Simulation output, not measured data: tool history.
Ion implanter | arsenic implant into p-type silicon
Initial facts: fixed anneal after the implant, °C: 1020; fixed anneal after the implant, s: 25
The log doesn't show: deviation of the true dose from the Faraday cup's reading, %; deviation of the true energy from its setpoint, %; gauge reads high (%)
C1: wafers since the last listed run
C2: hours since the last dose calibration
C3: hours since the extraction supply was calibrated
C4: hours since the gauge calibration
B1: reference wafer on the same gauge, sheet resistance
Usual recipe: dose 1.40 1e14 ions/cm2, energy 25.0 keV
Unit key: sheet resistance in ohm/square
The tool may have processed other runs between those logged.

run 1 hour=0.0 | dose=1.40 energy=32.0 | C1=0 C2=929.9 C3=1399.3 C4=1077.9 | B1=508.62 | sheet_resistance=501.53
run 2 hour=48.1 | dose=1.40 energy=25.0 | C1=1550 C2=978.0 C3=1447.4 C4=1126.0 | B1=509.46 | sheet_resistance=529.17
run 3 hour=132.0 | dose=1.15 energy=29.0 | C1=2704 C2=1061.9 C3=1531.3 C4=1209.9 | B1=509.86 | sheet_resistance=587.37
run 4 hour=216.3 | dose=1.15 energy=29.0 | C1=2717 C2=1146.2 C3=1615.6 C4=1294.2 | B1=509.39 | sheet_resistance=590.34
run 5 hour=258.3 | dose=1.40 energy=30.0 | C1=1353 C2=1188.2 C3=1657.6 C4=1336.2 | B1=509.92 | sheet_resistance=509.77
run 6 hour=305.4 | dose=1.40 energy=27.0 | C1=1518 C2=1235.3 C3=1704.7 C4=1383.3 | B1=510.61 | sheet_resistance=519.01
run 7 hour=385.2 | dose=1.40 energy=25.0 | C1=2572 C2=1315.1 C3=1784.5 C4=1463.1 | B1=510.15 | sheet_resistance=528.06
run 8 hour=488.3 | dose=1.40 energy=25.0 | C1=3323 C2=1418.2 C3=1887.6 C4=1566.2 | B1=510.61 | sheet_resistance=529.83
run 9 hour=542.6 | dose=1.40 energy=31.0 | C1=1750 C2=1472.5 C3=1941.9 C4=1620.5 | B1=510.50 | sheet_resistance=508.92
run 10 hour=614.5 | dose=1.40 energy=31.0 | C1=2317 C2=1544.4 C3=2013.8 C4=1692.4 | B1=511.06 | sheet_resistance=508.85
run 11 hour=677.9 | dose=1.40 energy=28.5 | C1=2043 C2=1607.8 C3=2077.2 C4=1755.8 | B1=511.70 | sheet_resistance=512.28
-- hour=686.4 gauge calibrated
run 12 hour=783.4 | dose=1.53 energy=25.0 | C1=3400 C2=1713.3 C3=2182.7 C4=97.0 | B1=498.58 | sheet_resistance=482.36
-- hour=809.5 extraction supply calibrated
run 13 hour=820.2 | dose=1.77 energy=25.0 | C1=928 C2=1750.1 C3=10.7 C4=133.8 | B1=500.08 | sheet_resistance=433.61
run 14 hour=857.9 | dose=1.40 energy=16.5 | C1=1215 C2=1787.8 C3=48.4 C4=171.5 | B1=500.30 | sheet_resistance=552.96
-- hour=870.4 Faraday cup replaced and dose calibrated
run 15 hour=1115.9 | dose=1.52 energy=25.0 | C1=8059 C2=245.5 C3=306.4 C4=429.5 | B1=505.83 | sheet_resistance=497.70
run 16 hour=1334.2 | dose=1.25 energy=25.0 | C1=7037 C2=463.8 C3=524.7 C4=647.8 | B1=508.93 | sheet_resistance=570.05
run 17 hour=1430.8 | dose=1.40 energy=25.0 | C1=3114 C2=560.4 C3=621.3 C4=744.4 | B1=509.76 | sheet_resistance=530.99
run 18 hour=1493.2 | dose=1.15 energy=33.0 | C1=2011 C2=622.8 C3=683.7 C4=806.8 | B1=510.80 | sheet_resistance=577.32
run 19 hour=1647.4 | dose=1.40 energy=25.0 | C1=4970 C2=777.0 C3=837.9 C4=961.0 | B1=512.15 | sheet_resistance=526.20
run 20 hour=1713.5 | dose=1.63 energy=17.0 | C1=2130 C2=843.1 C3=904.0 C4=1027.1 | B1=511.69 | sheet_resistance=498.84

Consider 5 possible next runs. They are alternatives, not a sequence: every one starts from the tool as it was left by run 20. What does each give?
run A hour=1713.9 | dose=1.03 energy=25.0 | C1=12 C2=843.5 C3=904.4 C4=1027.5 | B1=? | sheet_resistance=?
run B hour=1713.9 | dose=1.19 energy=22.5 | C1=12 C2=843.5 C3=904.4 C4=1027.5 | B1=? | sheet_resistance=?
run C hour=1713.9 | dose=1.24 energy=28.0 | C1=12 C2=843.5 C3=904.4 C4=1027.5 | B1=? | sheet_resistance=?
run D hour=1713.9 | dose=1.40 energy=17.5 | C1=12 C2=843.5 C3=904.4 C4=1027.5 | B1=? | sheet_resistance=?
run E hour=1713.9 | dose=1.62 energy=19.5 | C1=12 C2=843.5 C3=904.4 C4=1027.5 | B1=? | sheet_resistance=?

run=A B1=512.57 sheet_resistance=663.45
run=B B1=512.57 sheet_resistance=610.69
run=C B1=512.57 sheet_resistance=571.51
run=D B1=512.57 sheet_resistance=564.36
run=E B1=512.57 sheet_resistance=498.77
Had the tool no hidden state, the same runs would have come out as:
run=A sheet_resistance=639.86
run=B sheet_resistance=588.98
run=C sheet_resistance=551.19
run=D sheet_resistance=544.30
run=E sheet_resistance=481.04
